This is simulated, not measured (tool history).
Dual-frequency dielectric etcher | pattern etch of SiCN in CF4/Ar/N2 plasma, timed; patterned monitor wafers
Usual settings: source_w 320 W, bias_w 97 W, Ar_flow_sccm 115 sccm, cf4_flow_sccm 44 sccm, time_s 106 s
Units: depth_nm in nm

run    hour  source_w  bias_w  Ar_flow_sccm  cf4_flow_sccm  time_s  wafers since the last listed run  hours since the last wet clean  hours since the last source power generator calibration  hours since the last bias power generator calibration  hours since the last Ar flow controller change  hours since the last CF4 flow controller change  hours since the last upper electrode change  hours since the gauge calibration  read-back reference wafer on the same gauge, depth_nm  depth_nm
  1       0       320      97           115             44     106                                 0                           301.8                                                      0.5                                                 2077.3                                          3846.7                                           1181.9                                       2898.3                              242.8                                                   58.6      71.7
       25.8  -- bias power generator calibrated
  2    49.5       320      97           115             48     106                               243                           351.3                                                       50                                                   23.7                                          3896.2                                           1231.4                                       2947.8                              292.3                                                   58.6      72.4
  3   105.8       400     117           143             39     106                               301                           407.6                                                    106.3                                                     80                                          3952.5                                           1287.7                                       3004.1                              348.6                                                   58.6      81.1
  4   141.8       320      97           134             44     106                               192                           443.6                                                    142.3                                                    116                                          3988.5                                           1323.7                                       3040.1                              384.6                                                   58.6      70.1
      203.5  -- wet clean of the chamber
  5   206.3       320      90           115             44     106                               216                             2.8                                                    206.8                                                  180.5                                            4053                                           1388.2                                       3104.6                              449.1                                                   58.6      69.8
  6   267.1       400      74           104             41     106                               325                            63.6                                                    267.6                                                  241.3                                          4113.8                                             1449                                       3165.4                              509.9                                                   58.6      73.6
  7     337       320     117           143             36      95                               373                           133.5                                                    337.5                                                  311.2                                          4183.7                                           1518.9                                       3235.3                              579.8                                                   58.6      65.1
      392.9  -- upper electrode replaced
  8   393.4       250      97           115             44     106                               173                           189.9                                                    393.9                                                  367.6                                          4240.1                                           1575.3                                          0.5                              636.2                                                   58.6      64.2
        456  -- CF4 flow controller replaced
  9   461.3       320      74           124             40     106                               331                           257.8                                                    461.8                                                  435.5                                            4308                                              5.3                                         68.4                              704.1                                                   58.6      64.1
 10   512.9       290      90           139             44     106                               275                           309.4                                                    513.4                                                  487.1                                          4359.6                                             56.9                                          120                              755.7                                                   58.6      64.9
 11   541.4       320     111           115             44     106                               152                           337.9                                                    541.9                                                  515.6                                          4388.1                                             85.4                                        148.5                              784.2                                                   58.6      74.8
      566.5  -- Ar flow controller replaced
 12   608.5       320      97           141             44     106                               326                             405                                                      609                                                  582.7                                              42                                            152.5                                        215.6                              851.3                                                   58.6      69.2
 13   633.2       320      97           115             44     106                               132                           429.7                                                    633.7                                                  607.4                                            66.7                                            177.2                                        240.3                                876                                                   58.6      71.6
      725.2  -- wet clean of the chamber
 14   725.7       320      97           115             44     106                               366                             0.5                                                    726.2                                                  699.9                                           159.2                                            269.7                                        332.8                              968.5                                                   58.6      71.4
 15   747.1       260      97           139             50     106                               114                            21.9                                                    747.6                                                  721.3                                           180.6                                            291.1                                        354.2                              989.9                                                   58.6      64.4
 16   813.8       320      97           115             44     106                               356                            88.6                                                    814.3                                                    788                                           247.3                                            357.8                                        420.9                             1056.6                                                   58.6      71.2
 17   873.6       320      97           115             44     106                               319                           148.4                                                    874.1                                                  847.8                                           307.1                                            417.6                                        480.7                             1116.4                                                   58.6      71.5
 18   922.6       320     105           115             44     106                               262                           197.4                                                    923.1                                                  896.8                                           356.1                                            466.6                                        529.7                             1165.4                                                   58.6      73.1
 19   991.1       320      97           115             44     106                               366                           265.9                                                    991.6                                                  965.3                                           424.6                                            535.1                                        598.2                             1233.9                                                   58.6      71.1
 20  1037.2       320      97           143             44     106                               246                             312                                                   1037.7                                                 1011.4                                           470.7                                            581.2                                        644.3                               1280                                                   58.6      68.8
 21    1101       320     109           115             44      84                               341                           375.8                                                   1101.5                                                 1075.2                                           534.5                                              645                                        708.1                             1343.8                                                   58.6      58.5
 22  1167.7       240      97           133             35     118                               356                           442.5                                                   1168.2                                                 1141.9                                           601.2                                            711.7                                        774.8                             1410.5                                                   58.6      67.3

Forecast each of these 3 alternatives for the next run:
  A  1168.1       320      97           115             44    96.5                                 2                           442.9                                                   1168.6                                                 1142.3                                           601.6                                            712.1                                        775.2                             1410.9                                                      ?         ?
  B  1168.1       370      97            92             37     137                                 2                           442.9                                                   1168.6                                                 1142.3                                           601.6                                            712.1                                        775.2                             1410.9                                                      ?         ?
  C  1168.1       290     117           142             44   121.5                                 2                           442.9                                                   1168.6                                                 1142.3                                           601.6                                            712.1                                        775.2                             1410.9                                                      ?         ?

run  read-back reference wafer on the same gauge, depth_nm  depth_nm
  A                                                   58.6      64.5
  B                                                   58.6      99.6
  C                                                   58.6      80.6
Without the tool's hidden state the same runs would have given:
run  depth_nm
  A      65.2
  B     100.7
  C      81.5
